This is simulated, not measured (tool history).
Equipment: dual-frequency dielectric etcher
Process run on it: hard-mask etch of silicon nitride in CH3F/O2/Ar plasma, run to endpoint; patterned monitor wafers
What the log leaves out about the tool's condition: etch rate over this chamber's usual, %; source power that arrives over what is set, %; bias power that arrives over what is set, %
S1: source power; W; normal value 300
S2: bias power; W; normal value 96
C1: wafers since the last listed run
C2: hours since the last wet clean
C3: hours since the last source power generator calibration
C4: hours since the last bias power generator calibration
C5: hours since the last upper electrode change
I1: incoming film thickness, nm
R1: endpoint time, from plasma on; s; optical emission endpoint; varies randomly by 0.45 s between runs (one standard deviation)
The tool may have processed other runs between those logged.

Run 1, hour 0: usual settings but S1 280 W; C1 0; C2 124.4; C3 2658.3; C4 1768.7; C5 1588.1; I1 47.39. Result: R1 73.1 s.
Run 2, hour 20.7: usual settings but S1 280 W; C1 280; C2 145.1; C3 2679; C4 1789.4; C5 1608.8; I1 46.32. Result: R1 70.9 s.
Run 3, hour 35.2: usual settings but S1 280 W; C1 196; C2 159.6; C3 2693.5; C4 1803.9; C5 1623.3; I1 46.71. Result: R1 71.1 s.
Run 4, hour 61.2: usual settings but S1 360 W; C1 352; C2 185.6; C3 2719.5; C4 1829.9; C5 1649.3; I1 47.08. Result: R1 67.5 s.
Run 5, hour 89.6: usual settings but S1 360 W; C1 384; C2 214; C3 2747.9; C4 1858.3; C5 1677.7; I1 46.62. Result: R1 67.1 s.
Run 6, hour 121.3: usual settings but S1 270 W, S2 109 W; C1 429; C2 245.7; C3 2779.6; C4 1890; C5 1709.4; I1 47.26. Result: R1 68.4 s.
Run 7, hour 139.2: usual settings; C1 242; C2 263.6; C3 2797.5; C4 1907.9; C5 1727.3; I1 46.97. Result: R1 70.3 s.
At hour 147.8: bias power generator calibrated.
At hour 171: upper electrode replaced.
Run 8, hour 173: usual settings; C1 88; C2 297.4; C3 2831.3; C4 25.2; C5 2; I1 46.2. Result: R1 68.6 s.
Run 9, hour 185.3: usual settings; C1 166; C2 309.7; C3 2843.6; C4 37.5; C5 14.3; I1 47.42. Result: R1 71.4 s.
Run 10, hour 221: usual settings; C1 483; C2 345.4; C3 2879.3; C4 73.2; C5 50; I1 47.36. Result: R1 70.3 s.
At hour 234.7: source power generator calibrated.
At hour 266.5: wet clean of the chamber.
Run 11, hour 267: usual settings but S1 350 W, S2 105 W; C1 243; C2 0.5; C3 32.3; C4 119.2; C5 96; I1 47.24. Result: R1 67.2 s.
Run 12, hour 280.3: usual settings but S1 370 W, S2 79 W; C1 180; C2 13.8; C3 45.6; C4 132.5; C5 109.3; I1 46.75. Result: R1 71.9 s.
Run 13, hour 298: usual settings but S2 75 W; C1 239; C2 31.5; C3 63.3; C4 150.2; C5 127; I1 47.12. Result: R1 78.5 s.
Run 14, hour 325.7: usual settings but S1 220 W, S2 76 W; C1 375; C2 59.2; C3 91; C4 177.9; C5 154.7; I1 46.94. Result: R1 83.3 s.
Run 15, hour 350.7: usual settings; C1 338; C2 84.2; C3 116; C4 202.9; C5 179.7; I1 47.12. Result: R1 70.7 s.
Run 16, hour 376.7: usual settings but S1 350 W, S2 76 W; C1 352; C2 110.2; C3 142; C4 228.9; C5 205.7; I1 46.55. Result: R1 73.1 s.
Run 17, hour 407.1: usual settings but S1 280 W, S2 89 W; C1 411; C2 140.6; C3 172.4; C4 259.3; C5 236.1; I1 46.43. Result: R1 72.2 s.

Predict each of these 5 candidate next runs independently; none follows another, all start after run 17:
Run A, hour 407.5: usual settings but S1 350 W; C1 5; C2 141; C3 172.8; C4 259.7; C5 236.5; I1 47.46. Result: R1 ?.
Run B, hour 407.5: usual settings but S1 260 W, S2 80 W; C1 5; C2 141; C3 172.8; C4 259.7; C5 236.5; I1 47.46. Result: R1 ?.
Run C, hour 407.5: usual settings but S1 350 W, S2 81 W; C1 5; C2 141; C3 172.8; C4 259.7; C5 236.5; I1 47.46. Result: R1 ?.
Run D, hour 407.5: usual settings but S1 270 W, S2 84 W; C1 5; C2 141; C3 172.8; C4 259.7; C5 236.5; I1 47.46. Result: R1 ?.
Run E, hour 407.5: usual settings but S1 380 W, S2 113 W; C1 5; C2 141; C3 172.8; C4 259.7; C5 236.5; I1 47.46. Result: R1 ?.

run    R1
  A    69
  B  79.4
  C  73.6
  D  77.3
  E  63.5
Take away the tool's hidden state, keep each run's random variation, and the runs would have read:
run    R1
  A  69.4
  B  79.9
  C    74
  D  77.7
  E  63.9
